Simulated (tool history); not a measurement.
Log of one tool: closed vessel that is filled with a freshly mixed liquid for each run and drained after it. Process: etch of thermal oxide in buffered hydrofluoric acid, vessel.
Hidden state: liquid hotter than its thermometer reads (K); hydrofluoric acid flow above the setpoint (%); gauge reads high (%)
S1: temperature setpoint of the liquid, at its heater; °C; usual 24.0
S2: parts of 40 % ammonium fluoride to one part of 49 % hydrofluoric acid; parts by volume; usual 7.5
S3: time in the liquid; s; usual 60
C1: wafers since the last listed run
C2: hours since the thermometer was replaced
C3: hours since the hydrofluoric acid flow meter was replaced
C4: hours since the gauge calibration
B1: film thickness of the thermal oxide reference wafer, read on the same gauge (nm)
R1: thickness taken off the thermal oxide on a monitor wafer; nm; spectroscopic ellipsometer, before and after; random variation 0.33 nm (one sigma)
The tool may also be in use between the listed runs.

run   hour    S1    S2  S3    C1      C2     C3     C4     B1      R1
  1    0.0  21.0   6.5  60     0  1920.9  255.1  849.6  80.01   90.19
  2   12.9  21.0   6.5  60  1731  1933.8  268.0  862.5  79.98   90.54
  3   36.0  24.0   7.5  60  3099  1956.9  291.1  885.6  80.01   91.84
      40.6  -- gauge calibrated
  4   51.0  24.0   7.5  60  2012  1971.9  306.1   10.4  80.02   91.80
  5   76.6  24.0   7.5  60  3435  1997.5  331.7   36.0  79.94   92.32
      80.7  -- thermometer replaced
  6   99.7  24.0   7.5  60  2965    19.0  354.8   59.1  80.02   86.88
  7  127.2  24.0   8.5  60  3690    46.5  382.3   86.6  80.00   76.36
  8  144.8  24.0   8.5  60  2361    64.1  399.9  104.2  79.97   75.21
  9  173.0  24.0   8.5  60  3784    92.3  428.1  132.4  80.02   75.68
 10  194.2  21.5   7.5  75  2844   113.5  449.3  153.6  80.00   93.66
 11  225.6  21.5   7.5  75  4213   144.9  480.7  185.0  79.98   94.19
 12  242.7  21.5   7.5  75  2294   162.0  497.8  202.1  80.02   95.29
 13  262.0  26.5   6.0  60  2589   181.3  517.1  221.4  80.02  123.72
 14  296.7  24.0   7.5  60  4656   216.0  551.8  256.1  79.93   87.18
 15  316.1  20.5   7.5  30  2603   235.4  571.2  275.5  80.00   35.92
 16  344.4  21.0   5.5  40  3797   263.7  599.5  303.8  80.02   65.14
 17  367.1  27.0   9.5  30  3046   286.4  622.2  326.5  80.04   40.48
 18  393.0  24.0   7.5  60  3475   312.3  648.1  352.4  80.03   86.51
 19  409.0  24.0   7.5  60  2147   328.3  664.1  368.4  79.98   87.96
 20  442.0  24.0   7.5  60  4428   361.3  697.1  401.4  80.04   87.67
 21  473.3  24.0   9.5  60  4200   392.6  728.4  432.7  80.00   69.48
     484.6  -- hydrofluoric acid flow meter replaced
 22  505.4  20.0   6.5  60  4173   424.7   20.8  464.8  80.02   80.43
 23  523.5  20.5   7.5  60  2428   442.8   38.9  482.9  80.00   71.91
 24  542.9  25.5   5.0  60  2603   462.2   58.3  502.3  80.07  136.00
 25  573.3  24.0   7.5  30  4079   492.6   88.7  532.7  80.05   43.89
 26  602.7  28.5   9.0  60  3945   522.0  118.1  562.1  80.03   91.64
 27  615.1  21.0   5.5  40  1664   534.4  130.5  574.5  79.98   65.99
 28  645.1  24.0  10.0  40  4025   564.4  160.5  604.5  79.99   45.09
 29  667.0  24.0   7.5  60  2938   586.3  182.4  626.4  79.96   87.92
 30  679.8  24.0   7.5  60  1717   599.1  195.2  639.2  80.01   88.17
 31  708.7  27.5   5.5  30  3878   628.0  224.1  668.1  80.00   70.55
 32  739.0  21.5   5.0  95  4066   658.3  254.4  698.4  79.93  174.33

The next listed run, before its measurement:
 33  755.5  21.0  8.5  35  2214  674.8  270.9  714.9   ?   ?

{"run 33": {"B1": 80.01, "R1": 38.1}}
Without the tool's hidden state the same run would have given R1 37.26 nm.

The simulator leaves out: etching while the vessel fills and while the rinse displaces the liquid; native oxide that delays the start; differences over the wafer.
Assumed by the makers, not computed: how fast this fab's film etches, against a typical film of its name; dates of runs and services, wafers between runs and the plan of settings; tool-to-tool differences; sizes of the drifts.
